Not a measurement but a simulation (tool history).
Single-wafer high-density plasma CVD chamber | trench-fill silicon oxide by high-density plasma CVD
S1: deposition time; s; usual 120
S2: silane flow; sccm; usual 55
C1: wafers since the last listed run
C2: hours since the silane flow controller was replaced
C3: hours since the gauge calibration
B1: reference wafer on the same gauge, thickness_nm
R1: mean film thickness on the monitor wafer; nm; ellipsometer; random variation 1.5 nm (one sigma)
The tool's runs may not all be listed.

{"run": 1, "hour": 0.0, "S1": 120, "S2": 55, "C1": 0, "C2": 3704.3, "C3": 450.2, "B1": 761.569, "R1": 638.083}
{"hour": 46.3, "done": "gauge calibrated"}
{"run": 2, "hour": 49.9, "S1": 120, "S2": 58, "C1": 615, "C2": 3754.2, "C3": 3.6, "B1": 760.459, "R1": 663.411}
{"run": 3, "hour": 94.1, "S1": 120, "S2": 58, "C1": 544, "C2": 3798.4, "C3": 47.8, "B1": 760.478, "R1": 663.414}
{"run": 4, "hour": 137.8, "S1": 115, "S2": 55, "C1": 538, "C2": 3842.1, "C3": 91.5, "B1": 761.155, "R1": 611.167}
{"run": 5, "hour": 207.8, "S1": 115, "S2": 55, "C1": 862, "C2": 3912.1, "C3": 161.5, "B1": 759.837, "R1": 608.784}
{"run": 6, "hour": 248.3, "S1": 115, "S2": 55, "C1": 499, "C2": 3952.6, "C3": 202, "B1": 761.517, "R1": 609.525}
{"run": 7, "hour": 316.3, "S1": 134, "S2": 55, "C1": 838, "C2": 4020.6, "C3": 270, "B1": 761.115, "R1": 709.408}
{"run": 8, "hour": 383.6, "S1": 134, "S2": 55, "C1": 829, "C2": 4087.9, "C3": 337.3, "B1": 761.293, "R1": 712.841}
{"run": 9, "hour": 435.1, "S1": 120, "S2": 55, "C1": 634, "C2": 4139.4, "C3": 388.8, "B1": 760.66, "R1": 641.029}
{"run": 10, "hour": 493.4, "S1": 136, "S2": 51, "C1": 718, "C2": 4197.7, "C3": 447.1, "B1": 761.711, "R1": 682.356}
{"run": 11, "hour": 548.9, "S1": 144, "S2": 64, "C1": 684, "C2": 4253.2, "C3": 502.6, "B1": 761.211, "R1": 864.893}
{"hour": 562.1, "done": "silane flow controller replaced"}
{"hour": 576.8, "done": "gauge calibrated"}
{"run": 12, "hour": 592.3, "S1": 133, "S2": 55, "C1": 436, "C2": 30.2, "C3": 15.5, "B1": 761.656, "R1": 708.993}
{"run": 13, "hour": 625.0, "S1": 140, "S2": 55, "C1": 403, "C2": 62.9, "C3": 48.2, "B1": 760.997, "R1": 742.673}
{"run": 14, "hour": 679.2, "S1": 142, "S2": 47, "C1": 668, "C2": 117.1, "C3": 102.4, "B1": 761.977, "R1": 666.808}
{"run": 15, "hour": 733.7, "S1": 143, "S2": 60, "C1": 671, "C2": 171.6, "C3": 156.9, "B1": 760.614, "R1": 814.691}
{"run": 16, "hour": 766.5, "S1": 142, "S2": 50, "C1": 404, "C2": 204.4, "C3": 189.7, "B1": 760.201, "R1": 699.834}

Forecast each of these 3 alternatives for the next run:
{"run": "A", "hour": 766.9, "S1": 120, "S2": 55, "C1": 4, "C2": 204.8, "C3": 190.1, "B1": "?", "R1": "?"}
{"run": "B", "hour": 766.9, "S1": 107, "S2": 55, "C1": 4, "C2": 204.8, "C3": 190.1, "B1": "?", "R1": "?"}
{"run": "C", "hour": 766.9, "S1": 140, "S2": 47, "C1": 4, "C2": 204.8, "C3": 190.1, "B1": "?", "R1": "?"}

run=A B1=761.09 R1=638.672
run=B B1=761.09 R1=569.482
run=C B1=761.09 R1=659.529
Without the tool's hidden state the same runs would have given:
run=A R1=638.672
run=B R1=569.482
run=C R1=659.529
